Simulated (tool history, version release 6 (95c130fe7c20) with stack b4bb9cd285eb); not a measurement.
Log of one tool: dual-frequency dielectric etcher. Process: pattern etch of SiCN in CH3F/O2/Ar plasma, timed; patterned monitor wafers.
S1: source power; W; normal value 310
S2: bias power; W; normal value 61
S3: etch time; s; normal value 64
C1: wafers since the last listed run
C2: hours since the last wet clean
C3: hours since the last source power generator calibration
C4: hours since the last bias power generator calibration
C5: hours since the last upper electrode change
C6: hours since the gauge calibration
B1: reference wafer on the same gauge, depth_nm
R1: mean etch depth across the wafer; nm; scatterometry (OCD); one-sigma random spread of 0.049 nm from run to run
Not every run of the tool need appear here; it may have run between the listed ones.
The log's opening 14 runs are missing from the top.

run,hour,S1,S2,S3,C1,C2,C3,C4,C5,C6,B1,R1
# hour 1091.1: bias power generator calibrated
15,1149.3,310,61,64,1032,612.3,477.4,58.2,266.2,854.8,17.09,19
16,1223.9,310,61,64,825,686.9,552,132.8,340.8,929.4,17.11,18.99
# hour 1253.9: wet clean of the chamber
17,1328.1,280,57,76,887,74.2,656.2,237,445,1033.6,17.09,21.69
18,1374.5,380,52,72.5,513,120.6,702.6,283.4,491.4,1080,17.09,21.65
19,1460.2,260,72,76,948,206.3,788.3,369.1,577.1,1165.7,17.09,23.74
20,1533.7,340,61,52.5,813,279.8,861.8,442.6,650.6,1239.2,17.09,16.28
21,1571,310,61,64,412,317.1,899.1,479.9,687.9,1276.5,17.1,19.28
22,1647.5,370,47,45,846,393.6,975.6,556.4,764.4,1353,17.11,12.43
23,1913.9,310,61,64,2947,660,1242,822.8,1030.8,1619.4,17.11,19
# hour 1999.6: wet clean of the chamber
24,2013.4,310,52,64,835,13.8,1341.5,922.3,1130.3,1718.9,17.09,18.08
25,2060.3,310,50,78.5,518,60.7,1388.4,969.2,1177.2,1765.8,17.09,21.57
# hour 2123.4: source power generator calibrated
26,2145.9,310,69,64,902,146.3,22.5,1054.8,1262.8,1851.4,17.1,20.82
27,2246.4,240,48,52.5,1111,246.8,123,1155.3,1363.3,1951.9,17.11,12.93
28,2314.9,310,61,64,757,315.3,191.5,1223.8,1431.8,2020.4,17.09,19.24
29,2362.9,360,51,72,531,363.3,239.5,1271.8,1479.8,2068.4,17.09,20.72
30,2456,310,61,82,1030,456.4,332.6,1364.9,1572.9,2161.5,17.09,24.49

Alternative continuations, all from the tool just after run 30; predict every row:
A,2456.4,310,61,64,4,456.8,333,1365.3,1573.3,2161.9,?,?
B,2456.4,370,48,75.5,4,456.8,333,1365.3,1573.3,2161.9,?,?
C,2456.4,270,50,64,4,456.8,333,1365.3,1573.3,2161.9,?,?

run,B1,R1
A,17.09,19.2
B,17.09,21.12
C,17.09,16.54
Without the tool's unlogged condition, the same runs would have read:
run,R1
A,19.6
B,21.56
C,16.89

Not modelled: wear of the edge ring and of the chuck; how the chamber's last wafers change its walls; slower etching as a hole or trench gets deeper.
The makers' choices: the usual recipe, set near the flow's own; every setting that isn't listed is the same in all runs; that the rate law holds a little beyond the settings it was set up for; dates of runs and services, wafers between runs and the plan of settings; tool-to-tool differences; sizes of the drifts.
